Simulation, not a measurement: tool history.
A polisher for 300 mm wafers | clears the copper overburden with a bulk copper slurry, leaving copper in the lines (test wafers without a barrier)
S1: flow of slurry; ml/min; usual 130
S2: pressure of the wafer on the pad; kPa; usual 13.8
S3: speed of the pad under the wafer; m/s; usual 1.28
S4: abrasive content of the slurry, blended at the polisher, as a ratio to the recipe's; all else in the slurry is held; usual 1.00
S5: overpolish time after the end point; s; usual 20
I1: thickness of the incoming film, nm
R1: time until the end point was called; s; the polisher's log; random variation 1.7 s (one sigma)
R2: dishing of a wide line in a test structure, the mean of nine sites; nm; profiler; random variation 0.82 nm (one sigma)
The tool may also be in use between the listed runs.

{"run": 1, "hour": 0.0, "S1": 130, "S2": 13.8, "S3": 1.16, "S4": 1.0, "S5": 20, "I1": 788.1, "R1": 127.9, "R2": 49.1}
{"run": 2, "hour": 26.8, "S1": 130, "S2": 13.8, "S3": 1.16, "S4": 1.0, "S5": 20, "I1": 800.8, "R1": 128.8, "R2": 48.0}
{"run": 3, "hour": 39.5, "S1": 130, "S2": 13.8, "S3": 1.28, "S4": 1.0, "S5": 20, "I1": 803.5, "R1": 117.9, "R2": 50.2}
{"run": 4, "hour": 60.5, "S1": 130, "S2": 13.8, "S3": 1.28, "S4": 1.0, "S5": 20, "I1": 792.7, "R1": 118.6, "R2": 51.1}
{"hour": 71.1, "done": "worn pad replaced by a new one"}
{"run": 5, "hour": 79.1, "S1": 130, "S2": 15.2, "S3": 1.28, "S4": 1.0, "S5": 16, "I1": 793.0, "R1": 102.2, "R2": 50.0}
{"hour": 138.4, "done": "slurry blender recalibrated"}
{"hour": 174.8, "done": "head pressure recalibrated"}
{"run": 6, "hour": 181.2, "S1": 130, "S2": 15.2, "S3": 1.28, "S4": 1.0, "S5": 16, "I1": 786.2, "R1": 117.7, "R2": 44.0}
{"hour": 192.9, "done": "worn pad replaced by a new one"}
{"run": 7, "hour": 198.1, "S1": 130, "S2": 13.8, "S3": 1.28, "S4": 0.85, "S5": 28, "I1": 797.0, "R1": 129.9, "R2": 51.4}
{"run": 8, "hour": 212.7, "S1": 130, "S2": 13.8, "S3": 1.28, "S4": 0.85, "S5": 28, "I1": 778.0, "R1": 127.2, "R2": 53.9}
{"run": 9, "hour": 230.4, "S1": 130, "S2": 13.8, "S3": 1.28, "S4": 1.0, "S5": 24, "I1": 780.7, "R1": 125.6, "R2": 52.2}
{"run": 10, "hour": 257.6, "S1": 130, "S2": 13.8, "S3": 1.28, "S4": 1.0, "S5": 24, "I1": 794.1, "R1": 126.2, "R2": 50.0}
{"hour": 264.0, "done": "slurry nozzle cleaned"}
{"hour": 269.1, "done": "slurry blender recalibrated"}
{"run": 11, "hour": 275.6, "S1": 130, "S2": 13.8, "S3": 1.52, "S4": 1.0, "S5": 20, "I1": 798.9, "R1": 110.4, "R2": 51.4}
{"hour": 304.5, "done": "worn pad replaced by a new one"}
{"run": 12, "hour": 365.3, "S1": 170, "S2": 13.8, "S3": 1.28, "S4": 1.0, "S5": 29, "I1": 793.2, "R1": 122.0, "R2": 54.6}
{"run": 13, "hour": 378.1, "S1": 130, "S2": 13.8, "S3": 1.28, "S4": 1.0, "S5": 17, "I1": 795.8, "R1": 129.1, "R2": 46.3}
{"run": 14, "hour": 397.4, "S1": 130, "S2": 13.8, "S3": 1.28, "S4": 1.0, "S5": 20, "I1": 780.6, "R1": 128.1, "R2": 49.8}
{"hour": 407.6, "done": "slurry blender recalibrated"}
{"hour": 422.7, "done": "worn pad replaced by a new one"}
{"run": 15, "hour": 428.1, "S1": 160, "S2": 13.8, "S3": 1.28, "S4": 1.25, "S5": 20, "I1": 789.7, "R1": 111.9, "R2": 50.7}
{"run": 16, "hour": 468.3, "S1": 165, "S2": 10.3, "S3": 1.28, "S4": 1.0, "S5": 29, "I1": 780.4, "R1": 149.4, "R2": 47.8}
{"run": 17, "hour": 488.8, "S1": 130, "S2": 13.8, "S3": 1.28, "S4": 1.0, "S5": 20, "I1": 782.3, "R1": 125.6, "R2": 50.0}
{"run": 18, "hour": 502.4, "S1": 130, "S2": 13.8, "S3": 1.02, "S4": 1.0, "S5": 8, "I1": 786.2, "R1": 154.3, "R2": 25.3}
{"run": 19, "hour": 517.5, "S1": 130, "S2": 13.8, "S3": 1.6, "S4": 1.0, "S5": 20, "I1": 788.9, "R1": 103.4, "R2": 52.2}

Run 20 comes next. What will it give?
{"hour": 534.8, "done": "worn pad replaced by a new one"}
{"run": 20, "hour": 537.7, "S1": 120, "S2": 13.8, "S3": 1.28, "S4": 1.0, "S5": 15, "I1": 784.9, "R1": "?", "R2": "?"}

{"run 20": {"R1": 120.8, "R2": 43.3}}
Without the tool's hidden state the same run would have given R1 124.0 s, R2 42.5 nm.
